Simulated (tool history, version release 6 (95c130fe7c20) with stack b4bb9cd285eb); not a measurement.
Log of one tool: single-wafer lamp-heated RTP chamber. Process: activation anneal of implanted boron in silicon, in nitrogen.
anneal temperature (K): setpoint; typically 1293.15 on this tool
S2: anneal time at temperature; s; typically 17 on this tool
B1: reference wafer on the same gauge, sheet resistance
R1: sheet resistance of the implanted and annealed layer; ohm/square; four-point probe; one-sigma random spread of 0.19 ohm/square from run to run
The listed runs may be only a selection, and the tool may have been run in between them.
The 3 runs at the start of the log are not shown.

{"hour": 140.5, "done": "pyrometer window cleaned and pyrometer calibrated"}
{"run": 4, "hour": 141.8, "anneal temperature (K)": 1293.15, "S2": 17, "B1": 124.9, "R1": 122.13}
{"run": 5, "hour": 203.7, "anneal temperature (K)": 1293.15, "S2": 17, "B1": 125.06, "R1": 121.82}
{"run": 6, "hour": 261.5, "anneal temperature (K)": 1293.15, "S2": 17, "B1": 124.99, "R1": 121.64}
{"run": 7, "hour": 309.8, "anneal temperature (K)": 1280.15, "S2": 17, "B1": 125.03, "R1": 122.88}
{"hour": 351.1, "done": "reflector plate cleaned"}
{"run": 8, "hour": 365.3, "anneal temperature (K)": 1280.15, "S2": 17, "B1": 124.95, "R1": 122.63}
{"run": 9, "hour": 391.9, "anneal temperature (K)": 1280.15, "S2": 17, "B1": 124.94, "R1": 122.39}
{"run": 10, "hour": 445.8, "anneal temperature (K)": 1293.15, "S2": 17, "B1": 125.01, "R1": 121.36}
{"run": 11, "hour": 473.7, "anneal temperature (K)": 1293.15, "S2": 17, "B1": 125, "R1": 121.35}
{"run": 12, "hour": 535.0, "anneal temperature (K)": 1293.15, "S2": 17, "B1": 124.96, "R1": 121.44}
{"run": 13, "hour": 585.5, "anneal temperature (K)": 1293.15, "S2": 17, "B1": 125, "R1": 121.25}
{"run": 14, "hour": 622.7, "anneal temperature (K)": 1317.15, "S2": 24, "B1": 125.03, "R1": 119.88}
{"hour": 644.9, "done": "gauge calibrated"}
{"run": 15, "hour": 677.4, "anneal temperature (K)": 1313.15, "S2": 10, "B1": 125.05, "R1": 120.65}
{"hour": 748.7, "done": "pyrometer window cleaned and pyrometer calibrated"}
{"hour": 859.9, "done": "reflector plate cleaned"}
{"run": 16, "hour": 862.5, "anneal temperature (K)": 1313.15, "S2": 14, "B1": 124.95, "R1": 120.53}
{"run": 17, "hour": 914.3, "anneal temperature (K)": 1309.15, "S2": 26, "B1": 125.05, "R1": 120.28}
{"run": 18, "hour": 952.2, "anneal temperature (K)": 1293.15, "S2": 17, "B1": 124.99, "R1": 121.71}
{"run": 19, "hour": 983.9, "anneal temperature (K)": 1277.15, "S2": 26, "B1": 125.04, "R1": 122.19}
{"run": 20, "hour": 1013.2, "anneal temperature (K)": 1293.15, "S2": 17, "B1": 124.99, "R1": 121.19}
{"run": 21, "hour": 1080.4, "anneal temperature (K)": 1309.15, "S2": 26, "B1": 124.96, "R1": 119.99}
{"run": 22, "hour": 1118.0, "anneal temperature (K)": 1293.15, "S2": 25, "B1": 125, "R1": 121.24}
{"run": 23, "hour": 1177.6, "anneal temperature (K)": 1269.15, "S2": 12, "B1": 124.93, "R1": 124.18}
{"run": 24, "hour": 1224.1, "anneal temperature (K)": 1283.15, "S2": 17, "B1": 125.06, "R1": 121.99}
{"hour": 1291.9, "done": "pyrometer window cleaned and pyrometer calibrated"}
{"run": 25, "hour": 1312.8, "anneal temperature (K)": 1293.15, "S2": 17, "B1": 124.95, "R1": 122.34}
{"run": 26, "hour": 1341.9, "anneal temperature (K)": 1293.15, "S2": 17, "B1": 125.04, "R1": 121.8}

Run 27 has not been measured yet. What should we expect?
{"run": 27, "hour": 1409.7, "anneal temperature (K)": 1267.15, "S2": 25, "B1": "?", "R1": "?"}

B1: 124.93
R1: 125.26 ohm/square
On a tool with no hidden condition, and with the same random variation, this run would have come out at R1 127.12 ohm/square.
